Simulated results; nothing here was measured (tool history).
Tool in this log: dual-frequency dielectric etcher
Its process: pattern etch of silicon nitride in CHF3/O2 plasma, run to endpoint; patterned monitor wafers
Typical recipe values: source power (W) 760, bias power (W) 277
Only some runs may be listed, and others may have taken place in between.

run   hour  source power (W)  bias power (W)  incoming incoming film thickness, nm  endpoint time (s)
  1    0.0               760             277                                 102.7               55.1
      24.9  -- wet clean of the chamber
  2   46.6               760             246                                 103.4               59.3
  3  102.4               760             246                                 102.3               58.7
  4  127.3               760             277                                 102.5               56.4
  5  191.2               760             330                                 102.8               53.4
  6  227.5               760             330                                 103.0               53.4
  7  269.0               760             330                                 102.9               52.9
  8  302.3               820             251                                 102.6               56.5
  9  339.5               820             251                                 102.7               56.0
     413.5  -- wet clean of the chamber
     427.4  -- upper electrode replaced
 10  496.9               760             277                                 103.0               56.7
 11  562.8               760             277                                 101.9               56.1
 12  594.7               620             227                                 102.1               62.7

The next listed run, before its measurement:
 13  637.5               660             258                                 102.5                  ?

endpoint time (s): 59.5
Had the tool carried no hidden state, the very same run would have given endpoint time (s) 60.8.
